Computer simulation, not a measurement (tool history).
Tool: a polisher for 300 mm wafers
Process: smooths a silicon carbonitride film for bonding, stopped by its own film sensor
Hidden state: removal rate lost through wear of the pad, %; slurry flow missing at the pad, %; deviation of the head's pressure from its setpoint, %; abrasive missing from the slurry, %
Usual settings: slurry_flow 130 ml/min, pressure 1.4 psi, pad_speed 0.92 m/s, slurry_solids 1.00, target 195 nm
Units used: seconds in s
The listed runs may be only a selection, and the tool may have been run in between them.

run	day	slurry_flow	pressure	pad_speed	slurry_solids	target	wafers since the last listed run	wafers polished on this pad	hours since the slurry nozzle was cleaned	hours since the head pressure was calibrated	hours since the slurry blender was calibrated	incoming thickness of the incoming film, nm	seconds
1	0.000	160	1.4	0.92	1.00	195	0	1396	169.7	1121.2	236.7	216.3	119.9
# day 0.233: worn pad replaced by a new one
2	0.512	160	1.4	0.92	1.00	195	65	53	182.0	1133.5	249.0	220.2	142.8
3	1.158	130	1.4	0.92	1.00	195	122	175	197.5	1149.0	264.5	216.6	126.0
4	1.692	130	1.4	0.92	1.00	195	100	276	210.3	1161.8	277.3	220.8	148.8
5	2.388	130	1.4	0.92	1.00	195	131	408	227.0	1178.5	294.0	221.6	156.5
6	2.908	110	1.4	1.04	1.00	195	98	506	239.5	1191.0	306.5	218.4	131.7
7	3.475	130	1.4	0.92	1.00	195	107	614	253.1	1204.6	320.1	217.7	134.4
8	4.062	130	1.4	0.92	1.00	195	111	725	267.2	1218.7	334.2	221.3	156.5
9	4.371	130	1.4	0.92	1.00	195	58	783	274.6	1226.1	341.6	221.0	154.3
10	4.775	130	1.4	0.92	1.00	195	76	860	284.3	1235.8	351.3	220.3	152.7
11	5.946	130	1.4	0.92	1.00	195	221	1082	312.4	1263.9	379.4	219.9	150.8
12	6.254	130	1.6	0.82	1.00	195	58	1140	319.8	1271.3	386.8	220.0	147.9
# day 6.783: worn pad replaced by a new one
13	6.983	130	1.4	0.92	1.00	195	106	37	337.3	1288.8	404.3	219.4	152.1
14	7.442	90	1.7	0.82	0.85	195	86	124	348.3	1299.8	415.3	223.4	204.7
# day 8.162: slurry blender recalibrated
15	8.183	160	1.4	0.68	1.15	192	124	249	366.1	1317.6	0.5	219.5	182.3
# day 8.767: head pressure recalibrated
16	8.850	90	1.6	1.10	0.90	195	110	359	382.1	2.0	16.5	221.4	164.3
17	9.283	130	1.4	0.74	0.85	190	82	441	392.5	12.4	26.9	222.5	268.5
# day 9.421: slurry nozzle cleaned
18	9.742	130	1.4	0.92	1.00	195	78	520	7.7	23.4	37.9	216.3	123.9
19	10.238	130	1.4	1.20	1.00	195	93	614	19.6	35.3	49.8	224.0	139.7
20	10.775	155	1.7	0.92	1.00	195	101	716	32.5	48.2	62.7	216.8	103.8
21	11.279	130	1.4	0.92	1.15	195	95	811	44.6	60.3	74.8	219.3	129.0
22	11.862	150	1.0	1.14	1.00	191	110	922	58.6	74.3	88.8	219.0	178.7
23	12.358	130	1.4	0.92	1.00	200	93	1015	70.5	86.2	100.7	218.4	103.4
# day 12.729: worn pad replaced by a new one
24	12.854	130	1.4	0.92	0.80	195	62	23	82.4	98.1	112.6	219.5	166.7
25	13.350	85	1.8	1.14	1.20	195	93	117	94.3	110.0	124.5	216.4	88.6
26	13.675	130	1.4	0.92	1.00	195	61	179	102.1	117.8	132.3	220.5	147.5
27	14.362	130	1.4	0.92	1.00	195	130	309	118.6	134.3	148.8	221.9	153.4
28	14.775	130	1.4	0.92	0.85	195	78	387	128.5	144.2	158.7	219.0	152.3
29	15.375	130	1.4	0.92	0.90	204	113	501	142.9	158.6	173.1	224.1	123.5
30	15.750	130	1.4	0.92	1.00	195	71	572	151.9	167.6	182.1	221.1	148.6

4 ways to go on from here, each from the tool as it stands after run 30. What would each give?
A	15.771	175	1.4	0.92	1.00	195	3	576	152.4	168.1	182.6	217.8	?
B	15.771	130	1.4	1.00	1.00	193	3	576	152.4	168.1	182.6	217.8	?
C	15.771	130	1.6	0.92	1.00	195	3	576	152.4	168.1	182.6	217.8	?
D	15.771	130	1.8	0.92	1.00	195	3	576	152.4	168.1	182.6	217.8	?

run	seconds
A	128.7
B	140.3
C	122.0
D	110.4
What these runs would have given with no unlogged condition in the tool:
run	seconds
A	127.2
B	138.2
C	120.2
D	108.7

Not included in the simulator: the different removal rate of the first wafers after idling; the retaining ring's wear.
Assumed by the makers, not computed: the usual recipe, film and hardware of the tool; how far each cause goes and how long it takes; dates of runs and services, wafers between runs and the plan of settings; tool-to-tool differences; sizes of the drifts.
